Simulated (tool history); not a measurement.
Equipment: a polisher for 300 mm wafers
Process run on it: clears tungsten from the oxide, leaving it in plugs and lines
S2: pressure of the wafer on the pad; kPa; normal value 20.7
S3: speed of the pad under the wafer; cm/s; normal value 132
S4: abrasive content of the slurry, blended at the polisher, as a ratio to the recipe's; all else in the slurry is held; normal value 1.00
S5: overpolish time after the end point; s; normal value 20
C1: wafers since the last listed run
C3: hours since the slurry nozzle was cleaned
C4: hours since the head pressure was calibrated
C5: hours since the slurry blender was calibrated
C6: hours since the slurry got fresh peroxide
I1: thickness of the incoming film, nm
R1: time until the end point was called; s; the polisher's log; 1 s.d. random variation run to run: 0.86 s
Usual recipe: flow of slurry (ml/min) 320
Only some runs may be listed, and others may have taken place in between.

run 1 day=0.000 | flow_of_slurry_(ml/min)=320 S2=22.1 S3=132 S4=1.00 S5=25 | C1=0 wafers_polished_on_this_pad=1357 C3=159.3 C4=301.8 C5=55.1 C6=150.1 | I1=468.9 | R1=88.9
-- day=1.862 worn pad replaced by a new one
-- day=2.658 slurry tank refilled with fresh slurry and peroxide
run 2 day=2.679 | flow_of_slurry_(ml/min)=320 S2=20.7 S3=132 S4=1.05 S5=20 | C1=445 wafers_polished_on_this_pad=139 C3=223.6 C4=366.1 C5=119.4 C6=0.5 | I1=474.5 | R1=94.4
run 3 day=4.138 | flow_of_slurry_(ml/min)=320 S2=20.7 S3=132 S4=1.00 S5=28 | C1=262 wafers_polished_on_this_pad=402 C3=258.6 C4=401.1 C5=154.4 C6=35.5 | I1=465.3 | R1=94.5
run 4 day=5.725 | flow_of_slurry_(ml/min)=320 S2=20.7 S3=132 S4=1.00 S5=20 | C1=286 wafers_polished_on_this_pad=688 C3=296.7 C4=439.2 C5=192.5 C6=73.6 | I1=470.9 | R1=95.3
-- day=6.375 head pressure recalibrated
run 5 day=7.962 | flow_of_slurry_(ml/min)=320 S2=20.7 S3=132 S4=1.00 S5=20 | C1=388 wafers_polished_on_this_pad=1076 C3=350.4 C4=38.1 C5=246.2 C6=127.3 | I1=467.2 | R1=96.1
run 6 day=9.900 | flow_of_slurry_(ml/min)=320 S2=20.7 S3=132 S4=1.00 S5=20 | C1=349 wafers_polished_on_this_pad=1425 C3=396.9 C4=84.6 C5=292.7 C6=173.8 | I1=472.5 | R1=96.3
-- day=10.354 slurry nozzle cleaned
-- day=11.392 slurry blender recalibrated
-- day=12.212 worn pad replaced by a new one
-- day=12.438 slurry tank refilled with fresh slurry and peroxide
run 7 day=12.754 | flow_of_slurry_(ml/min)=320 S2=20.7 S3=132 S4=1.00 S5=20 | C1=454 wafers_polished_on_this_pad=90 C3=57.6 C4=153.1 C5=32.7 C6=7.6 | I1=471.1 | R1=98.4
run 8 day=13.779 | flow_of_slurry_(ml/min)=320 S2=20.7 S3=132 S4=1.00 S5=20 | C1=184 wafers_polished_on_this_pad=274 C3=82.2 C4=177.7 C5=57.3 C6=32.2 | I1=469.8 | R1=98.7
run 9 day=15.683 | flow_of_slurry_(ml/min)=320 S2=20.7 S3=132 S4=1.00 S5=24 | C1=343 wafers_polished_on_this_pad=617 C3=127.9 C4=223.4 C5=103.0 C6=77.9 | I1=470.8 | R1=99.9
run 10 day=16.875 | flow_of_slurry_(ml/min)=320 S2=20.7 S3=132 S4=1.00 S5=20 | C1=214 wafers_polished_on_this_pad=832 C3=156.5 C4=252.0 C5=131.6 C6=106.5 | I1=472.6 | R1=99.1
run 11 day=19.704 | flow_of_slurry_(ml/min)=320 S2=20.7 S3=132 S4=1.00 S5=20 | C1=509 wafers_polished_on_this_pad=1342 C3=224.4 C4=319.9 C5=199.5 C6=174.4 | I1=468.2 | R1=99.3
-- day=20.625 slurry nozzle cleaned, repeated, since the last time left the tool worse
-- day=20.625 slurry tank refilled with fresh slurry and peroxide
run 12 day=22.367 | flow_of_slurry_(ml/min)=320 S2=18.6 S3=150 S4=0.80 S5=24 | C1=472 wafers_polished_on_this_pad=1814 C3=41.8 C4=383.8 C5=263.4 C6=41.8 | I1=473.7 | R1=102.7
-- day=22.808 worn pad replaced by a new one
-- day=24.362 slurry blender recalibrated
run 13 day=24.804 | flow_of_slurry_(ml/min)=320 S2=20.7 S3=162 S4=1.00 S5=20 | C1=394 wafers_polished_on_this_pad=344 C3=100.3 C4=442.3 C5=10.6 C6=100.3 | I1=473.8 | R1=79.3
run 14 day=26.954 | flow_of_slurry_(ml/min)=320 S2=14.5 S3=132 S4=1.25 S5=30 | C1=387 wafers_polished_on_this_pad=731 C3=151.9 C4=493.9 C5=62.2 C6=151.9 | I1=469.7 | R1=124.6
-- day=28.454 head pressure recalibrated
-- day=29.812 slurry tank refilled with fresh slurry and peroxide
run 15 day=29.833 | flow_of_slurry_(ml/min)=320 S2=20.7 S3=174 S4=1.00 S5=20 | C1=496 wafers_polished_on_this_pad=1228 C3=221.0 C4=33.1 C5=131.3 C6=0.5 | I1=464.3 | R1=74.2
run 16 day=31.346 | flow_of_slurry_(ml/min)=320 S2=20.7 S3=132 S4=1.00 S5=20 | C1=272 wafers_polished_on_this_pad=1500 C3=257.3 C4=69.4 C5=167.6 C6=36.8 | I1=466.5 | R1=95.3
-- day=33.088 worn pad replaced by a new one
run 17 day=33.992 | flow_of_slurry_(ml/min)=320 S2=16.5 S3=90 S4=0.80 S5=20 | C1=446 wafers_polished_on_this_pad=162 C3=320.8 C4=132.9 C5=231.1 C6=100.3 | I1=465.8 | R1=175.8
run 18 day=36.812 | flow_of_slurry_(ml/min)=320 S2=24.8 S3=120 S4=1.00 S5=20 | C1=508 wafers_polished_on_this_pad=671 C3=388.5 C4=200.6 C5=298.8 C6=168.0 | I1=471.6 | R1=86.8
-- day=38.038 slurry tank refilled with fresh slurry and peroxide
-- day=38.050 slurry blender recalibrated
run 19 day=38.608 | flow_of_slurry_(ml/min)=320 S2=20.7 S3=132 S4=1.00 S5=20 | C1=313 wafers_polished_on_this_pad=984 C3=431.6 C4=243.7 C5=13.4 C6=13.7 | I1=470.1 | R1=96.4
run 20 day=39.688 | flow_of_slurry_(ml/min)=320 S2=15.2 S3=100 S4=1.00 S5=20 | C1=194 wafers_polished_on_this_pad=1178 C3=457.5 C4=269.6 C5=39.3 C6=39.6 | I1=471.5 | R1=165.6
-- day=40.575 slurry nozzle cleaned
run 21 day=40.708 | flow_of_slurry_(ml/min)=320 S2=20.7 S3=154 S4=1.00 S5=20 | C1=176 wafers_polished_on_this_pad=1355 C3=3.2 C4=294.1 C5=63.8 C6=64.1 | I1=471.0 | R1=81.9
run 22 day=43.062 | flow_of_slurry_(ml/min)=320 S2=27.6 S3=132 S4=1.30 S5=20 | C1=424 wafers_polished_on_this_pad=1779 C3=59.7 C4=350.6 C5=120.3 C6=120.6 | I1=462.4 | R1=62.4
-- day=43.696 worn pad replaced by a new one
run 23 day=46.538 | flow_of_slurry_(ml/min)=430 S2=20.7 S3=160 S4=1.00 S5=26 | C1=596 wafers_polished_on_this_pad=512 C3=143.1 C4=434.0 C5=203.7 C6=204.0 | I1=471.8 | R1=78.1

What if the next run were any one of these 5? Each begins from the tool's condition after run 23:
run A day=46.558 | flow_of_slurry_(ml/min)=320 S2=14.5 S3=132 S4=1.00 S5=20 | C1=3 wafers_polished_on_this_pad=515 C3=143.6 C4=434.5 C5=204.2 C6=204.5 | I1=471.4 | R1=?
run B day=46.558 | flow_of_slurry_(ml/min)=320 S2=15.2 S3=132 S4=0.85 S5=31 | C1=3 wafers_polished_on_this_pad=515 C3=143.6 C4=434.5 C5=204.2 C6=204.5 | I1=471.4 | R1=?
run C day=46.558 | flow_of_slurry_(ml/min)=320 S2=16.5 S3=132 S4=1.10 S5=20 | C1=3 wafers_polished_on_this_pad=515 C3=143.6 C4=434.5 C5=204.2 C6=204.5 | I1=471.4 | R1=?
run D day=46.558 | flow_of_slurry_(ml/min)=320 S2=20.7 S3=88 S4=1.00 S5=10 | C1=3 wafers_polished_on_this_pad=515 C3=143.6 C4=434.5 C5=204.2 C6=204.5 | I1=471.4 | R1=?
run E day=46.558 | flow_of_slurry_(ml/min)=320 S2=27.6 S3=132 S4=1.00 S5=20 | C1=3 wafers_polished_on_this_pad=515 C3=143.6 C4=434.5 C5=204.2 C6=204.5 | I1=471.4 | R1=?

run=A R1=136.9
run=B R1=139.0
run=C R1=115.7
run=D R1=134.0
run=E R1=71.9
What these runs would have given with no unlogged condition in the tool:
run=A R1=136.0
run=B R1=138.1
run=C R1=114.9
run=D R1=133.1
run=E R1=71.4
